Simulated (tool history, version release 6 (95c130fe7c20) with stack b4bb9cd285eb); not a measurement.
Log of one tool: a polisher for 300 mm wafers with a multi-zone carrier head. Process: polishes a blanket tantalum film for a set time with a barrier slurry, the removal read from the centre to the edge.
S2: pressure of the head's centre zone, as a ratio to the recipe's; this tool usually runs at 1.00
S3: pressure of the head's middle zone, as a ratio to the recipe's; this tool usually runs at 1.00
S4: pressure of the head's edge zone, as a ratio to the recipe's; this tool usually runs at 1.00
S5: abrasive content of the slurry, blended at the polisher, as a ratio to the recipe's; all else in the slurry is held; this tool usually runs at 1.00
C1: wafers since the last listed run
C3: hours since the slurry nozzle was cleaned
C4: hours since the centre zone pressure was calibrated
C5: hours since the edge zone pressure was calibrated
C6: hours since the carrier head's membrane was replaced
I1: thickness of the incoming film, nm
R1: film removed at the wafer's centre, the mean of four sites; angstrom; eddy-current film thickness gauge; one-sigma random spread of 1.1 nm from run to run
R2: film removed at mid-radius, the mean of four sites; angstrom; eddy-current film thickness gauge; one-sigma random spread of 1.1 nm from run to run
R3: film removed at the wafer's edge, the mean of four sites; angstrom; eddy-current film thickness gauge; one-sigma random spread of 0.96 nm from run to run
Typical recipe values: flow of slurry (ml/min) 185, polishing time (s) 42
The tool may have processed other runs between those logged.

run 1 hour=0.0 | flow_of_slurry_(ml/min)=185 S2=1.00 S3=1.00 S4=1.00 S5=1.00 polishing_time_(s)=42 | C1=0 wafers_polished_on_this_pad=744 C3=691.6 C4=630.8 C5=494.2 C6=606.7 | I1=475.1 | R1=727 R2=806 R3=826
run 2 hour=88.1 | flow_of_slurry_(ml/min)=225 S2=1.00 S3=1.07 S4=0.91 S5=1.00 polishing_time_(s)=33 | C1=786 wafers_polished_on_this_pad=1531 C3=779.7 C4=718.9 C5=582.3 C6=694.8 | I1=484.4 | R1=592 R2=673 R3=667
-- hour=110.5 carrier head's membrane replaced by a new one
-- hour=144.5 slurry nozzle cleaned
run 3 hour=178.5 | flow_of_slurry_(ml/min)=235 S2=1.07 S3=1.00 S4=1.00 S5=1.15 polishing_time_(s)=46 | C1=753 wafers_polished_on_this_pad=2285 C3=34.0 C4=809.3 C5=672.7 C6=68.0 | I1=479.3 | R1=884 R2=970 R3=964
-- hour=202.4 centre zone pressure recalibrated
-- hour=253.1 edge zone pressure recalibrated
run 4 hour=283.0 | flow_of_slurry_(ml/min)=205 S2=0.95 S3=1.00 S4=0.90 S5=1.00 polishing_time_(s)=51 | C1=897 wafers_polished_on_this_pad=3183 C3=138.5 C4=80.6 C5=29.9 C6=172.5 | I1=486.8 | R1=928 R2=975 R3=999
run 5 hour=373.0 | flow_of_slurry_(ml/min)=185 S2=1.00 S3=1.00 S4=1.00 S5=0.90 polishing_time_(s)=53 | C1=803 wafers_polished_on_this_pad=3987 C3=228.5 C4=170.6 C5=119.9 C6=262.5 | I1=484.7 | R1=954 R2=1008 R3=1017
run 6 hour=692.4 | flow_of_slurry_(ml/min)=185 S2=1.11 S3=0.91 S4=1.00 S5=1.25 polishing_time_(s)=35 | C1=2852 wafers_polished_on_this_pad=6839 C3=547.9 C4=490.0 C5=439.3 C6=581.9 | I1=479.5 | R1=744 R2=648 R3=732
-- hour=731.7 worn pad replaced by a new one
run 7 hour=749.2 | flow_of_slurry_(ml/min)=165 S2=1.00 S3=0.89 S4=1.00 S5=0.90 polishing_time_(s)=42 | C1=471 wafers_polished_on_this_pad=156 C3=604.7 C4=546.8 C5=496.1 C6=638.7 | I1=474.9 | R1=698 R2=697 R3=772
run 8 hour=789.6 | flow_of_slurry_(ml/min)=185 S2=1.00 S3=1.00 S4=1.00 S5=1.00 polishing_time_(s)=42 | C1=360 wafers_polished_on_this_pad=517 C3=645.1 C4=587.2 C5=536.5 C6=679.1 | I1=481.8 | R1=758 R2=812 R3=816
-- hour=892.9 carrier head's membrane replaced by a new one
run 9 hour=893.9 | flow_of_slurry_(ml/min)=235 S2=1.00 S3=1.00 S4=0.91 S5=1.15 polishing_time_(s)=55 | C1=886 wafers_polished_on_this_pad=1404 C3=749.4 C4=691.5 C5=640.8 C6=1.0 | I1=473.3 | R1=1031 R2=1144 R3=1124
-- hour=986.3 slurry nozzle cleaned
-- hour=1046.3 edge zone pressure recalibrated
run 10 hour=1046.8 | flow_of_slurry_(ml/min)=240 S2=1.00 S3=1.00 S4=1.00 S5=1.00 polishing_time_(s)=30 | C1=1338 wafers_polished_on_this_pad=2743 C3=60.5 C4=844.4 C5=0.5 C6=153.9 | I1=481.8 | R1=528 R2=587 R3=607
-- hour=1094.8 centre zone pressure recalibrated
run 11 hour=1137.9 | flow_of_slurry_(ml/min)=185 S2=1.05 S3=1.00 S4=1.07 S5=0.80 polishing_time_(s)=29 | C1=795 wafers_polished_on_this_pad=3539 C3=151.6 C4=43.1 C5=91.6 C6=245.0 | I1=484.4 | R1=513 R2=512 R3=541
run 12 hour=1210.2 | flow_of_slurry_(ml/min)=185 S2=1.00 S3=1.08 S4=1.00 S5=1.00 polishing_time_(s)=32 | C1=645 wafers_polished_on_this_pad=4184 C3=223.9 C4=115.4 C5=163.9 C6=317.3 | I1=478.9 | R1=599 R2=646 R3=641
run 13 hour=1286.0 | flow_of_slurry_(ml/min)=185 S2=1.05 S3=1.06 S4=1.00 S5=1.00 polishing_time_(s)=42 | C1=677 wafers_polished_on_this_pad=4861 C3=299.7 C4=191.2 C5=239.7 C6=393.1 | I1=489.6 | R1=792 R2=829 R3=835
run 14 hour=1357.8 | flow_of_slurry_(ml/min)=185 S2=1.08 S3=1.00 S4=1.00 S5=1.00 polishing_time_(s)=50 | C1=641 wafers_polished_on_this_pad=5503 C3=371.5 C4=263.0 C5=311.5 C6=464.9 | I1=480.0 | R1=968 R2=958 R3=982
run 15 hour=1453.5 | flow_of_slurry_(ml/min)=125 S2=1.03 S3=1.08 S4=1.04 S5=1.00 polishing_time_(s)=42 | C1=854 wafers_polished_on_this_pad=6358 C3=467.2 C4=358.7 C5=407.2 C6=560.6 | I1=489.3 | R1=714 R2=799 R3=782
run 16 hour=1512.2 | flow_of_slurry_(ml/min)=185 S2=1.00 S3=1.00 S4=1.00 S5=1.00 polishing_time_(s)=42 | C1=524 wafers_polished_on_this_pad=6882 C3=525.9 C4=417.4 C5=465.9 C6=619.3 | I1=479.1 | R1=758 R2=817 R3=831
-- hour=1552.4 worn pad replaced by a new one
run 17 hour=1607.2 | flow_of_slurry_(ml/min)=185 S2=1.00 S3=1.03 S4=0.96 S5=1.00 polishing_time_(s)=29 | C1=812 wafers_polished_on_this_pad=489 C3=620.9 C4=512.4 C5=560.9 C6=714.3 | I1=482.9 | R1=526 R2=565 R3=560
run 18 hour=1692.9 | flow_of_slurry_(ml/min)=215 S2=1.00 S3=0.96 S4=0.89 S5=1.00 polishing_time_(s)=47 | C1=765 wafers_polished_on_this_pad=1254 C3=706.6 C4=598.1 C5=646.6 C6=800.0 | I1=481.9 | R1=842 R2=898 R3=919
-- hour=1743.1 carrier head's membrane replaced by a new one
-- hour=1788.5 edge zone pressure recalibrated
run 19 hour=1794.6 | flow_of_slurry_(ml/min)=185 S2=1.00 S3=1.00 S4=1.00 S5=1.00 polishing_time_(s)=42 | C1=845 wafers_polished_on_this_pad=2100 C3=808.3 C4=699.8 C5=6.1 C6=51.5 | I1=481.6 | R1=725 R2=812 R3=831
-- hour=1833.8 slurry nozzle cleaned
-- hour=1861.2 centre zone pressure recalibrated
run 20 hour=1897.8 | flow_of_slurry_(ml/min)=185 S2=1.00 S3=1.00 S4=1.00 S5=1.00 polishing_time_(s)=54 | C1=894 wafers_polished_on_this_pad=2995 C3=64.0 C4=36.6 C5=109.3 C6=154.7 | I1=479.2 | R1=1005 R2=1023 R3=1084
run 21 hour=2005.7 | flow_of_slurry_(ml/min)=185 S2=0.96 S3=1.04 S4=1.00 S5=1.00 polishing_time_(s)=42 | C1=963 wafers_polished_on_this_pad=3959 C3=171.9 C4=144.5 C5=217.2 C6=262.6 | I1=475.9 | R1=740 R2=830 R3=831

Each row is a separate what-if for the run after 21, all from the same tool condition, not one after another. Results?
run A hour=2006.1 | flow_of_slurry_(ml/min)=185 S2=1.00 S3=1.00 S4=1.00 S5=1.00 polishing_time_(s)=35 | C1=3 wafers_polished_on_this_pad=3963 C3=172.3 C4=144.9 C5=217.6 C6=263.0 | I1=483.2 | R1=? R2=? R3=?
run B hour=2006.1 | flow_of_slurry_(ml/min)=225 S2=1.00 S3=1.00 S4=1.05 S5=1.00 polishing_time_(s)=42 | C1=3 wafers_polished_on_this_pad=3963 C3=172.3 C4=144.9 C5=217.6 C6=263.0 | I1=483.2 | R1=? R2=? R3=?
run C hour=2006.1 | flow_of_slurry_(ml/min)=135 S2=1.00 S3=1.00 S4=1.04 S5=1.00 polishing_time_(s)=42 | C1=3 wafers_polished_on_this_pad=3963 C3=172.3 C4=144.9 C5=217.6 C6=263.0 | I1=483.2 | R1=? R2=? R3=?
run D hour=2006.1 | flow_of_slurry_(ml/min)=135 S2=0.95 S3=0.93 S4=1.00 S5=0.75 polishing_time_(s)=42 | C1=3 wafers_polished_on_this_pad=3963 C3=172.3 C4=144.9 C5=217.6 C6=263.0 | I1=483.2 | R1=? R2=? R3=?

run=A R1=650 R2=672 R3=685
run=B R1=806 R2=830 R3=852
run=C R1=725 R2=755 R3=793
run=D R1=631 R2=648 R3=712
Had the tool no hidden state, the same runs would have come out as:
run=A R1=657 R2=672 R3=685
run=B R1=815 R2=830 R3=852
run=C R1=733 R2=755 R3=793
run=D R1=638 R2=648 R3=712

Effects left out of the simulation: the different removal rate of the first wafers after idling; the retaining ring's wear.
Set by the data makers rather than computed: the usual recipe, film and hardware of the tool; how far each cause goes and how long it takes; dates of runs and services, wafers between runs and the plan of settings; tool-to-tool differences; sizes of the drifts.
